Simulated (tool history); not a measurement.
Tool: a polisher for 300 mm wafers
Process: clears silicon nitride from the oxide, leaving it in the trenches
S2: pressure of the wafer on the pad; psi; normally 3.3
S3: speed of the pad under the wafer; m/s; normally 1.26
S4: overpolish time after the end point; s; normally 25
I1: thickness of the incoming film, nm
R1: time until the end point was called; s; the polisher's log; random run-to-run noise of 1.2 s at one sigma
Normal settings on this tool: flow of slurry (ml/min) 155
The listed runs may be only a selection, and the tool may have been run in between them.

{"run": 1, "hour": 0.0, "flow of slurry (ml/min)": 155, "S2": 2.7, "S3": 1.26, "S4": 25, "I1": 98.5, "R1": 88.9}
{"run": 2, "hour": 16.1, "flow of slurry (ml/min)": 155, "S2": 2.7, "S3": 1.26, "S4": 25, "I1": 100.2, "R1": 92.6}
{"run": 3, "hour": 43.1, "flow of slurry (ml/min)": 155, "S2": 2.7, "S3": 1.26, "S4": 25, "I1": 98.3, "R1": 90}
{"hour": 57.5, "done": "worn pad replaced by a new one"}
{"run": 4, "hour": 67.0, "flow of slurry (ml/min)": 155, "S2": 3.1, "S3": 1.26, "S4": 25, "I1": 99.8, "R1": 80.2}
{"run": 5, "hour": 89.2, "flow of slurry (ml/min)": 155, "S2": 3.3, "S3": 1.26, "S4": 25, "I1": 99.4, "R1": 75.6}
{"run": 6, "hour": 104.5, "flow of slurry (ml/min)": 155, "S2": 3.3, "S3": 1.26, "S4": 25, "I1": 98.4, "R1": 75.9}
{"run": 7, "hour": 139.0, "flow of slurry (ml/min)": 155, "S2": 3.3, "S3": 1.26, "S4": 25, "I1": 99, "R1": 75.1}
{"run": 8, "hour": 166.2, "flow of slurry (ml/min)": 155, "S2": 3.3, "S3": 1.26, "S4": 25, "I1": 101.5, "R1": 73.8}
{"hour": 177.9, "done": "worn pad replaced by a new one, of another model than before"}
{"run": 9, "hour": 183.1, "flow of slurry (ml/min)": 155, "S2": 3.3, "S3": 1.26, "S4": 25, "I1": 100.1, "R1": 79.5}
{"run": 10, "hour": 195.5, "flow of slurry (ml/min)": 155, "S2": 3.3, "S3": 1.26, "S4": 36, "I1": 101.4, "R1": 77.8}
{"run": 11, "hour": 229.0, "flow of slurry (ml/min)": 155, "S2": 3.3, "S3": 1.26, "S4": 25, "I1": 98.9, "R1": 76.3}
{"hour": 313.1, "done": "worn pad replaced by a new one"}
{"run": 12, "hour": 326.7, "flow of slurry (ml/min)": 180, "S2": 3.3, "S3": 1.56, "S4": 10, "I1": 100.3, "R1": 63.4}
{"hour": 348.8, "done": "slurry nozzle cleaned"}
{"run": 13, "hour": 362.3, "flow of slurry (ml/min)": 155, "S2": 2.7, "S3": 1.26, "S4": 25, "I1": 99.5, "R1": 84.5}
{"run": 14, "hour": 378.2, "flow of slurry (ml/min)": 155, "S2": 3.3, "S3": 1.38, "S4": 25, "I1": 101.3, "R1": 72.1}
{"run": 15, "hour": 406.9, "flow of slurry (ml/min)": 100, "S2": 3.3, "S3": 1.5, "S4": 25, "I1": 101, "R1": 79.7}
{"run": 16, "hour": 420.3, "flow of slurry (ml/min)": 100, "S2": 4.3, "S3": 1.56, "S4": 25, "I1": 100.2, "R1": 66.6}
{"hour": 438.2, "done": "head pressure recalibrated"}
{"hour": 440.0, "done": "worn pad replaced by a new one"}
{"run": 17, "hour": 445.2, "flow of slurry (ml/min)": 155, "S2": 3.3, "S3": 1.7, "S4": 25, "I1": 98.1, "R1": 64.9}

Run 18 comes next. What will it give?
{"run": 18, "hour": 468.5, "flow of slurry (ml/min)": 135, "S2": 3.3, "S3": 1.26, "S4": 35, "I1": 100.5, "R1": "?"}

R1: 84.8 s
With no hidden state in the tool, this same run would have given R1 86.2 s.
